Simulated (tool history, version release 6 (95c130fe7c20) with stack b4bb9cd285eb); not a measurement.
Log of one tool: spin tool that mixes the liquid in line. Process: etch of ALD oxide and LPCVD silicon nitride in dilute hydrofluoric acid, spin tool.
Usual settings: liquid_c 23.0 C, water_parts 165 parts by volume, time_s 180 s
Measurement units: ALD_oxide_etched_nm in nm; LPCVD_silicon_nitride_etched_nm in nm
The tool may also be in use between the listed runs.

run   hour  liquid_c  water_parts  time_s  read-back film thickness of the ALD oxide reference wafer, read on the same gauge (nm)  read-back film thickness of the LPCVD silicon nitride reference wafer, read on the same gauge (nm)  ALD_oxide_etched_nm  LPCVD_silicon_nitride_etched_nm
  1    0.0      23.0          165     180                                                                                   90.04                                                                                              70.010                14.42                            0.540
  2    9.6      23.0          165     180                                                                                   90.00                                                                                              70.001                14.57                            0.504
  3   25.1      23.0          165     180                                                                                   90.01                                                                                              70.004                14.41                            0.581
  4   38.0      25.0          190     180                                                                                   90.01                                                                                              70.011                13.18                            0.522
  5   46.7      25.0          190     180                                                                                   90.00                                                                                              70.011                13.25                            0.516
  6   54.8      23.0          165     180                                                                                   89.97                                                                                              69.995                14.54                            0.516
  7   66.5      23.0          165     180                                                                                   89.95                                                                                              70.000                14.34                            0.480
  8   79.6      23.0          165     180                                                                                   90.02                                                                                              70.012                14.38                            0.534
  9   90.8      25.5          165     180                                                                                   90.03                                                                                              70.004                15.77                            0.644
      99.2  -- gauge calibrated
 10  103.4      20.0          165     180                                                                                   89.99                                                                                              69.985                12.93                            0.452
 11  116.4      20.0          165     180                                                                                   90.00                                                                                              69.975                12.83                            0.391
 12  131.4      20.0          165     180                                                                                   89.96                                                                                              69.981                12.95                            0.438
 13  140.8      26.5          165     255                                                                                   90.01                                                                                              70.014                23.48                            0.886
 14  148.5      23.0          165     290                                                                                   90.02                                                                                              70.011                23.40                            0.917
 15  183.4      27.5          100     210                                                                                   89.99                                                                                              69.984                35.86                            1.292
 16  191.4      25.0          190     180                                                                                   90.00                                                                                              70.006                13.25                            0.544
 17  202.7      23.0          165     180                                                                                   90.00                                                                                              69.987                14.63                            0.562
 18  214.2      23.0          205     180                                                                                   90.01                                                                                              69.987                11.42                            0.419
     220.9  -- thermometer replaced
 19  223.3      23.0          165     240                                                                                   90.00                                                                                              69.979                19.27                            0.774
     229.8  -- hydrofluoric acid flow meter replaced
 20  235.7      27.0          165     240                                                                                   90.00                                                                                              69.984                19.83                            0.837
 21  250.0      23.0          200     180                                                                                   90.03                                                                                              69.994                10.23                            0.374
 22  257.1      23.0          165     180                                                                                   90.04                                                                                              70.020                12.85                            0.442
 23  274.9      23.0          165     180                                                                                   90.02                                                                                              69.983                12.89                            0.501
 24  292.3      23.0          165     180                                                                                   89.99                                                                                              69.972                13.05                            0.473
 25  301.5      26.5          145     230                                                                                   89.98                                                                                              69.966                21.92                            0.891
 26  315.3      21.0          145      95                                                                                   89.99                                                                                              70.002                 7.25                            0.263
 27  324.2      18.5          120     245                                                                                   90.02                                                                                              70.009                21.29                            0.640

Difference, measured minus no-hidden-state, one row per run. Run-to-run variation is common to both terms; the gauge's own scatter need not be:
Hidden conditions of the tool in this case: liquid hotter than its thermometer reads (K); hydrofluoric acid flow above the setpoint (%); gauge reads high (%).
run  ALD_oxide_etched_nm  LPCVD_silicon_nitride_etched_nm
  1                +1.64                           +0.052
  2                +1.66                           +0.048
  3                +1.66                           +0.056
  4                +1.56                           +0.051
  5                +1.57                           +0.052
  6                +1.69                           +0.050
  7                +1.68                           +0.048
  8                +1.70                           +0.053
  9                +1.88                           +0.065
 10                +1.52                           +0.045
 11                +1.52                           +0.039
 12                +1.54                           +0.044
 13                +2.88                           +0.093
 14                +2.84                           +0.095
 15                +4.26                           +0.137
 16                +1.68                           +0.057
 17                +1.82                           +0.059
 18                +1.46                           +0.044
 19                +2.42                           +0.083
 20                +0.18                           +0.006
 21                +0.10                           +0.003
 22                +0.13                           +0.004
 23                +0.15                           +0.005
 24                +0.16                           +0.005
 25                +0.29                           +0.010
 26                +0.10                           +0.003
 27                +0.30                           +0.008
